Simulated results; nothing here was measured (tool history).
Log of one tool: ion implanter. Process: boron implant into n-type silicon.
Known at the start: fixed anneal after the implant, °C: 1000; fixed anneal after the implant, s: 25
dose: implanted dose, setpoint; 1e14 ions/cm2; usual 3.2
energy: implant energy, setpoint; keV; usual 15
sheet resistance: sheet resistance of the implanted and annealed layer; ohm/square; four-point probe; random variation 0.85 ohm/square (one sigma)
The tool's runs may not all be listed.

run     day  dose  energy  wafers since the last listed run  hours since the last dose calibration  hours since the extraction supply was calibrated  hours since the gauge calibration  read-back reference wafer on the same gauge, sheet resistance  sheet resistance
  1       0   3.2      15                                 0                                 2041.5                                            3207.3                              387.1                                                          231.2            278.98
  2   2.729   3.2      15                              1406                                   2107                                            3272.8                              452.6                                                         230.77            278.53
  3   4.004   3.2      15                               657                                 2137.6                                            3303.4                              483.2                                                         230.77            276.39
  4   6.704   3.2      18                              1391                                 2202.4                                            3368.2                                548                                                         230.91            273.22
  5   7.838  2.44      17                               584                                 2229.6                                            3395.4                              575.2                                                         231.08            339.62
  6   9.871  2.44      17                              1048                                 2278.4                                            3444.2                                624                                                         231.04             338.9
     12.033  -- gauge calibrated
  7  13.058   3.2    13.5                              1643                                 2354.9                                            3520.7                               24.6                                                         231.34            278.84
       13.6  -- extraction supply calibrated
     14.575  -- Faraday cup replaced and dose calibrated
  8  14.975   3.2    13.5                               644                                    9.6                                                33                               70.6                                                            231             292.5
  9  19.633   3.2      15                              2401                                  121.4                                             144.8                              182.4                                                         231.03            287.95
 10  21.688  4.05    12.5                              1058                                  170.7                                             194.1                              231.7                                                         230.58            242.75
 11  24.096  2.72      11                              1241                                  228.5                                             251.9                              289.5                                                         231.25            341.41
 12  25.454   3.2      15                               700                                  261.1                                             284.5                              322.1                                                         230.74            287.34
 13  27.658   3.2      15                              1136                                    314                                             337.4                                375                                                         231.24            287.91
 14  30.329  2.36      15                              1376                                  378.1                                             401.5                              439.1                                                          231.1            368.23
 15  32.208  2.94      11                               968                                  423.2                                             446.6                              484.2                                                         231.36             321.6
 16  34.558   3.2    13.5                              1211                                  479.6                                               503                              540.6                                                         230.94            292.64
 17   36.15  2.68      11                               820                                  517.8                                             541.2                              578.8                                                         230.86            344.54

Forecast each of these 5 alternatives for the next run:
  A  36.167   3.2      15                                 8                                  518.2                                             541.6                              579.2                                                              ?                 ?
  B  36.167  3.66      19                                 8                                  518.2                                             541.6                              579.2                                                              ?                 ?
  C  36.167   3.2    19.5                                 8                                  518.2                                             541.6                              579.2                                                              ?                 ?
  D  36.167  3.55      13                                 8                                  518.2                                             541.6                              579.2                                                              ?                 ?
  E  36.167  2.49    13.5                                 8                                  518.2                                             541.6                              579.2                                                              ?                 ?

run  read-back reference wafer on the same gauge, sheet resistance  sheet resistance
  A                                                         231.04            286.94
  B                                                         231.04            251.66
  C                                                         231.04            279.35
  D                                                         231.04            267.65
  E                                                         231.04            356.42
Without the tool's hidden state the same runs would have given:
run  sheet resistance
  A            286.51
  B            251.29
  C            278.93
  D            267.23
  E            355.87
